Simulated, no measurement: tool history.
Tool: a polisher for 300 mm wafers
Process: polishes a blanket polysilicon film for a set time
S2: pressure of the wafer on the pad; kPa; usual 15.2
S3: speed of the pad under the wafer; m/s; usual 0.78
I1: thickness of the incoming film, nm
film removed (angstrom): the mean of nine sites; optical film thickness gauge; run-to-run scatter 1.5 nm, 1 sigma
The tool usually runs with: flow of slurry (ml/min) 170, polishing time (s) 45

run 1 day=0.000 | flow_of_slurry_(ml/min)=170 S2=15.2 S3=0.78 polishing_time_(s)=45 | I1=1101.0 | film_removed_(angstrom)=1962
-- day=0.200 worn pad replaced by a new one
run 2 day=1.212 | flow_of_slurry_(ml/min)=170 S2=15.2 S3=0.78 polishing_time_(s)=45 | I1=1087.9 | film_removed_(angstrom)=1954
run 3 day=2.996 | flow_of_slurry_(ml/min)=170 S2=15.2 S3=0.78 polishing_time_(s)=45 | I1=1120.2 | film_removed_(angstrom)=1926
run 4 day=5.171 | flow_of_slurry_(ml/min)=170 S2=13.8 S3=0.78 polishing_time_(s)=45 | I1=1094.4 | film_removed_(angstrom)=1772
run 5 day=6.892 | flow_of_slurry_(ml/min)=170 S2=13.8 S3=0.78 polishing_time_(s)=45 | I1=1100.8 | film_removed_(angstrom)=1748
run 6 day=8.350 | flow_of_slurry_(ml/min)=170 S2=15.2 S3=0.78 polishing_time_(s)=45 | I1=1090.6 | film_removed_(angstrom)=1870
-- day=9.046 worn pad replaced by a new one
run 7 day=9.529 | flow_of_slurry_(ml/min)=170 S2=15.2 S3=0.78 polishing_time_(s)=45 | I1=1076.0 | film_removed_(angstrom)=1851
run 8 day=11.108 | flow_of_slurry_(ml/min)=170 S2=19.3 S3=0.78 polishing_time_(s)=45 | I1=1100.1 | film_removed_(angstrom)=2265
run 9 day=13.500 | flow_of_slurry_(ml/min)=170 S2=19.3 S3=0.78 polishing_time_(s)=45 | I1=1095.3 | film_removed_(angstrom)=2217
-- day=14.600 slurry nozzle cleaned
run 10 day=14.767 | flow_of_slurry_(ml/min)=205 S2=15.2 S3=0.78 polishing_time_(s)=38 | I1=1113.7 | film_removed_(angstrom)=1656
run 11 day=17.400 | flow_of_slurry_(ml/min)=170 S2=12.4 S3=0.78 polishing_time_(s)=45 | I1=1085.4 | film_removed_(angstrom)=1579
-- day=18.129 worn pad replaced by a new one
-- day=20.196 head pressure recalibrated
run 12 day=20.233 | flow_of_slurry_(ml/min)=170 S2=12.4 S3=0.78 polishing_time_(s)=45 | I1=1087.8 | film_removed_(angstrom)=1659
run 13 day=21.750 | flow_of_slurry_(ml/min)=135 S2=10.3 S3=0.90 polishing_time_(s)=36 | I1=1089.6 | film_removed_(angstrom)=1205
run 14 day=23.121 | flow_of_slurry_(ml/min)=125 S2=13.8 S3=1.04 polishing_time_(s)=45 | I1=1098.1 | film_removed_(angstrom)=2134
run 15 day=25.188 | flow_of_slurry_(ml/min)=170 S2=20.0 S3=0.78 polishing_time_(s)=45 | I1=1104.1 | film_removed_(angstrom)=2489
run 16 day=27.692 | flow_of_slurry_(ml/min)=195 S2=13.8 S3=0.78 polishing_time_(s)=45 | I1=1090.2 | film_removed_(angstrom)=1809
-- day=27.908 worn pad replaced by a new one
run 17 day=29.529 | flow_of_slurry_(ml/min)=170 S2=15.2 S3=0.78 polishing_time_(s)=45 | I1=1091.2 | film_removed_(angstrom)=1880
-- day=30.500 slurry nozzle cleaned
run 18 day=30.871 | flow_of_slurry_(ml/min)=170 S2=15.2 S3=0.52 polishing_time_(s)=53 | I1=1103.9 | film_removed_(angstrom)=1753
run 19 day=32.554 | flow_of_slurry_(ml/min)=170 S2=15.2 S3=0.52 polishing_time_(s)=45 | I1=1096.6 | film_removed_(angstrom)=1450
run 20 day=35.125 | flow_of_slurry_(ml/min)=205 S2=15.2 S3=0.52 polishing_time_(s)=45 | I1=1115.8 | film_removed_(angstrom)=1480
-- day=36.858 worn pad replaced by a new one
run 21 day=37.279 | flow_of_slurry_(ml/min)=170 S2=15.2 S3=0.78 polishing_time_(s)=45 | I1=1103.4 | film_removed_(angstrom)=1901
run 22 day=39.117 | flow_of_slurry_(ml/min)=125 S2=11.7 S3=0.86 polishing_time_(s)=45 | I1=1109.6 | film_removed_(angstrom)=1529
-- day=41.121 head pressure recalibrated
run 23 day=41.346 | flow_of_slurry_(ml/min)=170 S2=15.2 S3=0.78 polishing_time_(s)=45 | I1=1109.3 | film_removed_(angstrom)=1962
run 24 day=44.088 | flow_of_slurry_(ml/min)=170 S2=15.2 S3=0.78 polishing_time_(s)=45 | I1=1081.0 | film_removed_(angstrom)=1907

Here are 3 independent what-if runs from the current tool condition. What would each one return?
run A day=44.104 | flow_of_slurry_(ml/min)=170 S2=15.2 S3=0.78 polishing_time_(s)=38 | I1=1109.9 | film_removed_(angstrom)=?
run B day=44.104 | flow_of_slurry_(ml/min)=170 S2=9.7 S3=0.50 polishing_time_(s)=52 | I1=1109.9 | film_removed_(angstrom)=?
run C day=44.104 | flow_of_slurry_(ml/min)=125 S2=15.2 S3=0.78 polishing_time_(s)=45 | I1=1109.9 | film_removed_(angstrom)=?

run=A film_removed_(angstrom)=1618
run=B film_removed_(angstrom)=1096
run=C film_removed_(angstrom)=1797
Had the tool no hidden state, the same runs would have come out as:
run=A film_removed_(angstrom)=1685
run=B film_removed_(angstrom)=1141
run=C film_removed_(angstrom)=1893
